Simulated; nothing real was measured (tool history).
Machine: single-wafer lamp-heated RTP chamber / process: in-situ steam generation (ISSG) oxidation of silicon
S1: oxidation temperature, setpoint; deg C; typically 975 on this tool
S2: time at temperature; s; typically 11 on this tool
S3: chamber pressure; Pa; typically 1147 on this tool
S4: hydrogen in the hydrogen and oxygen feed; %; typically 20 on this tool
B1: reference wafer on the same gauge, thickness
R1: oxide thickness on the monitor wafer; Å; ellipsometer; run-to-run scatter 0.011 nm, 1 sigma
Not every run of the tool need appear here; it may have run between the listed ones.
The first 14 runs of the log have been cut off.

{"run": 15, "day": 30.012, "S1": 967, "S2": 11, "S3": 1147, "S4": 16, "B1": 3.45, "R1": 34.56}
{"run": 16, "day": 31.633, "S1": 975, "S2": 11, "S3": 1147, "S4": 20, "B1": 3.45, "R1": 37.37}
{"day": 32.817, "done": "pyrometer window cleaned and pyrometer calibrated"}
{"run": 17, "day": 39.454, "S1": 975, "S2": 11, "S3": 1320, "S4": 27, "B1": 3.451, "R1": 38.56}
{"day": 41.575, "done": "pressure gauge zeroed"}
{"run": 18, "day": 41.642, "S1": 968, "S2": 10, "S3": 1147, "S4": 17, "B1": 3.45, "R1": 33.54}
{"run": 19, "day": 42.696, "S1": 975, "S2": 11, "S3": 1093, "S4": 20, "B1": 3.45, "R1": 36.87}
{"run": 20, "day": 43.854, "S1": 975, "S2": 11, "S3": 1147, "S4": 20, "B1": 3.449, "R1": 36.92}
{"run": 21, "day": 46.492, "S1": 975, "S2": 8, "S3": 1333, "S4": 15, "B1": 3.452, "R1": 29.9}
{"run": 22, "day": 48.121, "S1": 975, "S2": 11, "S3": 1027, "S4": 29, "B1": 3.449, "R1": 41.2}
{"run": 23, "day": 51.017, "S1": 975, "S2": 11, "S3": 1200, "S4": 20, "B1": 3.449, "R1": 37.25}
{"run": 24, "day": 52.938, "S1": 975, "S2": 8, "S3": 1147, "S4": 20, "B1": 3.449, "R1": 32.77}
{"run": 25, "day": 55.483, "S1": 975, "S2": 11, "S3": 1147, "S4": 29, "B1": 3.45, "R1": 41.36}
{"day": 56.929, "done": "pyrometer window cleaned and pyrometer calibrated"}
{"run": 26, "day": 56.95, "S1": 975, "S2": 11, "S3": 1147, "S4": 20, "B1": 3.449, "R1": 36.65}
{"run": 27, "day": 62.604, "S1": 975, "S2": 11, "S3": 1147, "S4": 14, "B1": 3.449, "R1": 33.68}
{"run": 28, "day": 65.475, "S1": 975, "S2": 11, "S3": 1147, "S4": 20, "B1": 3.452, "R1": 36.78}
{"run": 29, "day": 68.075, "S1": 988, "S2": 11, "S3": 987, "S4": 20, "B1": 3.451, "R1": 38.5}
{"run": 30, "day": 69.338, "S1": 964, "S2": 12, "S3": 1280, "S4": 25, "B1": 3.451, "R1": 38.56}

Predict each of these 5 candidate next runs independently; none follows another, all start after run 30:
{"run": "A", "day": 69.354, "S1": 959, "S2": 11, "S3": 1147, "S4": 20, "B1": "?", "R1": "?"}
{"run": "B", "day": 69.354, "S1": 963, "S2": 9, "S3": 987, "S4": 13, "B1": "?", "R1": "?"}
{"run": "C", "day": 69.354, "S1": 963, "S2": 11, "S3": 1293, "S4": 16, "B1": "?", "R1": "?"}
{"run": "D", "day": 69.354, "S1": 975, "S2": 15, "S3": 1147, "S4": 20, "B1": "?", "R1": "?"}
{"run": "E", "day": 69.354, "S1": 975, "S2": 13, "S3": 1013, "S4": 11, "B1": "?", "R1": "?"}

run=A B1=3.450 R1=35.48
run=B B1=3.450 R1=29.85
run=C B1=3.450 R1=33.57
run=D B1=3.450 R1=42.12
run=E B1=3.450 R1=34.58
Had the tool no hidden state, the same runs would have come out as:
run=A R1=34.93
run=B R1=29.42
run=C R1=33.04
run=D R1=41.29
run=E R1=33.94

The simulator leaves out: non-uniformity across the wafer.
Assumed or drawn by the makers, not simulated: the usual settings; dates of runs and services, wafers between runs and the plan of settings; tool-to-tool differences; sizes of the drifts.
